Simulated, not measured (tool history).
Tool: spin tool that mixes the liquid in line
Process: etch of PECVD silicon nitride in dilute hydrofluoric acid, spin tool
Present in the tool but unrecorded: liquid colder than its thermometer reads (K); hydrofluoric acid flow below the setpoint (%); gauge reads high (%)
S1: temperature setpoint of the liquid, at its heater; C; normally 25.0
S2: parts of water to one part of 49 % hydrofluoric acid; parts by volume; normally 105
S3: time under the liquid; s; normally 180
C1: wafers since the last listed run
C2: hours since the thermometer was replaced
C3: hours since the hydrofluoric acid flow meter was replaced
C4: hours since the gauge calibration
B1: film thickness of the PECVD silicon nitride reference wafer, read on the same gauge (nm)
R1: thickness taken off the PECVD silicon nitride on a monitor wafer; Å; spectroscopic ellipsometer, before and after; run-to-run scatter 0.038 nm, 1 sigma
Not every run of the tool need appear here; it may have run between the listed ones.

run 1 hour=0.0 | S1=25.0 S2=105 S3=180 | C1=0 C2=670.3 C3=1078.2 C4=209.2 | B1=80.020 | R1=39.16
run 2 hour=66.6 | S1=25.0 S2=105 S3=180 | C1=314 C2=736.9 C3=1144.8 C4=275.8 | B1=80.000 | R1=39.33
run 3 hour=118.6 | S1=25.0 S2=105 S3=180 | C1=245 C2=788.9 C3=1196.8 C4=327.8 | B1=79.984 | R1=38.69
-- hour=167.5 hydrofluoric acid flow meter replaced
run 4 hour=185.5 | S1=25.0 S2=105 S3=180 | C1=311 C2=855.8 C3=18.0 C4=394.7 | B1=79.968 | R1=41.34
run 5 hour=224.2 | S1=25.0 S2=105 S3=180 | C1=182 C2=894.5 C3=56.7 C4=433.4 | B1=79.977 | R1=41.05
run 6 hour=288.3 | S1=25.0 S2=105 S3=180 | C1=302 C2=958.6 C3=120.8 C4=497.5 | B1=80.035 | R1=41.09
run 7 hour=358.8 | S1=25.0 S2=105 S3=180 | C1=333 C2=1029.1 C3=191.3 C4=568.0 | B1=79.974 | R1=40.59
run 8 hour=390.9 | S1=25.0 S2=105 S3=180 | C1=151 C2=1061.2 C3=223.4 C4=600.1 | B1=80.011 | R1=40.33
run 9 hour=439.2 | S1=25.0 S2=105 S3=180 | C1=228 C2=1109.5 C3=271.7 C4=648.4 | B1=79.978 | R1=41.21
run 10 hour=496.1 | S1=25.0 S2=105 S3=180 | C1=268 C2=1166.4 C3=328.6 C4=705.3 | B1=80.020 | R1=40.53
run 11 hour=525.2 | S1=25.0 S2=105 S3=180 | C1=137 C2=1195.5 C3=357.7 C4=734.4 | B1=79.978 | R1=40.04
run 12 hour=572.9 | S1=25.0 S2=105 S3=180 | C1=225 C2=1243.2 C3=405.4 C4=782.1 | B1=79.968 | R1=40.97
run 13 hour=644.2 | S1=25.0 S2=105 S3=180 | C1=336 C2=1314.5 C3=476.7 C4=853.4 | B1=79.981 | R1=40.39
run 14 hour=828.7 | S1=25.0 S2=105 S3=155 | C1=871 C2=1499.0 C3=661.2 C4=1037.9 | B1=79.980 | R1=33.78
run 15 hour=883.6 | S1=21.0 S2=105 S3=220 | C1=259 C2=1553.9 C3=716.1 C4=1092.8 | B1=80.011 | R1=36.75
run 16 hour=954.3 | S1=25.0 S2=105 S3=180 | C1=333 C2=1624.6 C3=786.8 C4=1163.5 | B1=79.989 | R1=39.75
run 17 hour=1156.4 | S1=25.0 S2=105 S3=180 | C1=954 C2=1826.7 C3=988.9 C4=1365.6 | B1=79.990 | R1=39.39
run 18 hour=1211.9 | S1=25.0 S2=105 S3=180 | C1=262 C2=1882.2 C3=1044.4 C4=1421.1 | B1=80.036 | R1=39.00
run 19 hour=1260.7 | S1=25.0 S2=140 S3=130 | C1=230 C2=1931.0 C3=1093.2 C4=1469.9 | B1=80.040 | R1=21.09
-- hour=1263.4 gauge calibrated
run 20 hour=1305.7 | S1=29.5 S2=75 S3=180 | C1=212 C2=1976.0 C3=1138.2 C4=42.3 | B1=79.967 | R1=73.07
-- hour=1353.2 thermometer replaced
-- hour=1353.5 hydrofluoric acid flow meter replaced
run 21 hour=1369.1 | S1=29.0 S2=120 S3=255 | C1=293 C2=15.9 C3=15.6 C4=105.7 | B1=79.988 | R1=66.62
run 22 hour=1545.8 | S1=25.0 S2=75 S3=180 | C1=834 C2=192.6 C3=192.3 C4=282.4 | B1=79.993 | R1=57.20
run 23 hour=1597.4 | S1=25.0 S2=105 S3=180 | C1=243 C2=244.2 C3=243.9 C4=334.0 | B1=79.972 | R1=40.27
run 24 hour=1645.8 | S1=25.0 S2=105 S3=180 | C1=228 C2=292.6 C3=292.3 C4=382.4 | B1=79.962 | R1=40.76
run 25 hour=1690.5 | S1=25.0 S2=120 S3=180 | C1=211 C2=337.3 C3=337.0 C4=427.1 | B1=79.966 | R1=35.53
run 26 hour=1762.1 | S1=22.5 S2=70 S3=180 | C1=338 C2=408.9 C3=408.6 C4=498.7 | B1=79.986 | R1=51.54

What does the tool deliver on the next run?
run 27 hour=1903.0 | S1=23.5 S2=70 S3=285 | C1=665 C2=549.8 C3=549.5 C4=639.6 | B1=? | R1=?

{"run 27": {"B1": 80.0, "R1": 87.47}}
Take away the tool's hidden state, keep the run-to-run variation as it was, and the same run would have given R1 89.98 Å.

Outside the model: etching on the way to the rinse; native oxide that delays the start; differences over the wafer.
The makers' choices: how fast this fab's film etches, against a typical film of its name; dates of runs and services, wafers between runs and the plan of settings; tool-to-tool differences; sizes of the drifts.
